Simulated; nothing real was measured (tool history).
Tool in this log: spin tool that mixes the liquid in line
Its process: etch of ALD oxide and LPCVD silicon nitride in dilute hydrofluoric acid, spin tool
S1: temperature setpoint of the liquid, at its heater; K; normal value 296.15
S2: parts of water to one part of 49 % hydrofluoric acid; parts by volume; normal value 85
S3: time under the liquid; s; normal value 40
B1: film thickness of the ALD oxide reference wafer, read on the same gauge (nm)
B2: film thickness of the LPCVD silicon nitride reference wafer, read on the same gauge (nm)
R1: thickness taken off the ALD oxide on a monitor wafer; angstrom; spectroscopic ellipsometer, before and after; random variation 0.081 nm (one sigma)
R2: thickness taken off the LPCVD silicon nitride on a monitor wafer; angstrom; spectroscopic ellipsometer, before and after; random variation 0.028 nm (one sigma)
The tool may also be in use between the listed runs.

run	hour	S1	S2	S3	B1	B2	R1	R2
1	0.0	296.15	85	40	70.01	49.997	81.2	2.17
# hour 7.5: thermometer replaced
2	19.1	296.15	85	40	70.04	50.028	89.7	2.50
3	43.0	296.15	85	40	69.97	50.036	91.0	2.26
4	60.3	296.15	85	40	69.99	50.001	91.3	2.37
5	89.3	296.15	85	40	69.99	49.983	89.2	1.72
6	105.1	296.15	85	55	70.00	49.963	122.5	3.20
7	121.7	296.15	85	40	70.00	49.979	88.9	1.94
8	155.1	301.15	85	65	69.97	49.986	172.0	5.26
9	188.4	296.15	65	25	70.05	50.003	74.1	1.27
10	205.1	296.15	85	25	70.01	49.981	54.4	1.44
11	226.8	301.15	115	30	70.02	50.004	58.2	1.76
12	259.4	294.65	120	20	69.97	49.995	27.7	0.77
13	295.6	296.15	85	35	69.99	49.992	76.2	1.55
# hour 308.2: gauge calibrated
14	318.9	296.15	50	20	70.01	49.981	76.7	1.49
15	341.4	301.15	85	35	70.02	49.992	90.8	2.71
16	356.3	296.15	85	40	70.00	49.999	86.6	2.21
17	372.3	293.15	100	55	70.02	49.989	87.1	1.79
18	405.5	294.65	75	40	70.00	49.967	91.8	1.78
19	420.6	296.15	110	40	70.01	50.033	64.5	1.50
20	432.7	297.65	120	30	70.02	49.978	45.9	1.12
21	532.3	294.65	115	60	70.06	49.971	83.8	2.28
22	552.0	297.65	105	55	69.99	50.006	97.0	2.72
23	579.6	300.65	70	55	70.00	49.989	168.9	4.50
24	606.7	294.65	105	55	70.02	50.016	83.9	2.24
25	625.7	296.15	115	40	70.01	50.021	59.6	1.65

Measured less the same run without the tool's hidden state. The same run-to-run variation is in both; the gauge's scatter may not be:
Hidden state present: liquid colder than its thermometer reads (K); hydrofluoric acid flow below the setpoint (%); gauge reads high (%).
run	R1	R2
1	-10.9	-0.48
2	-1.3	-0.03
3	-1.6	-0.05
4	-1.8	-0.05
5	-2.2	-0.04
6	-3.3	-0.09
7	-2.6	-0.06
8	-5.9	-0.19
9	-2.9	-0.05
10	-2.3	-0.07
11	-2.7	-0.09
12	-1.4	-0.04
13	-4.3	-0.10
14	-4.6	-0.10
15	-5.8	-0.19
16	-5.8	-0.17
17	-6.1	-0.14
18	-6.8	-0.14
19	-5.0	-0.12
20	-3.7	-0.10
21	-8.1	-0.24
22	-9.6	-0.29
23	-17.2	-0.51
24	-9.2	-0.27
25	-6.7	-0.20
